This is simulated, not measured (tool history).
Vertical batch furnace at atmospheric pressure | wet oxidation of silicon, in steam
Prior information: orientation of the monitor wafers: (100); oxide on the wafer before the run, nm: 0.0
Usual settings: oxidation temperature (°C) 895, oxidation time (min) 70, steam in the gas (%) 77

run,day,oxidation temperature (°C),oxidation time (min),steam in the gas (%),"read-back reference wafer on the same gauge, thickness",oxide thickness on the monitor wafer (nm)
1,0,895,70,77,152.31,133.76
2,1.7,895,70,77,152.2,132.65
3,6.033,895,70,77,151.69,133
4,8.075,895,70,77,152.2,130.16
5,11.338,895,70,77,151.91,131.86
6,14.775,895,70,77,151.8,131.71
7,16.304,895,93.5,73,152.16,163.49
8,19.062,895,70,77,151.97,131.76
9,23.038,895,70,77,151.84,131.25
10,25.6,909,70,77,152.38,159.61
11,28.55,909,70,77,151.6,158.32
12,30.508,906,80.5,77,151.84,175.38
13,34.208,895,93.5,73,151.91,162.65
# day 37.067: thermocouples replaced and temperature profile calibrated
14,37.992,871,57,85,151.79,79.67
15,40.954,902,95,87,152.14,211.09
16,43.992,878,80.5,66,151.94,97.52
# day 44.112: gauge calibrated
17,46.896,895,70,77,152.11,130.68

Forecast run 18:
# day 49.704: steam generator serviced
18,50.833,870,87.5,70,?,?

{"run 18": {"read-back reference wafer on the same gauge, thickness": 151.83, "oxide thickness on the monitor wafer (nm)": 105.18}}
On a tool with no hidden condition, and with the same random variation, this run would have come out at oxide thickness on the monitor wafer (nm) 105.7.

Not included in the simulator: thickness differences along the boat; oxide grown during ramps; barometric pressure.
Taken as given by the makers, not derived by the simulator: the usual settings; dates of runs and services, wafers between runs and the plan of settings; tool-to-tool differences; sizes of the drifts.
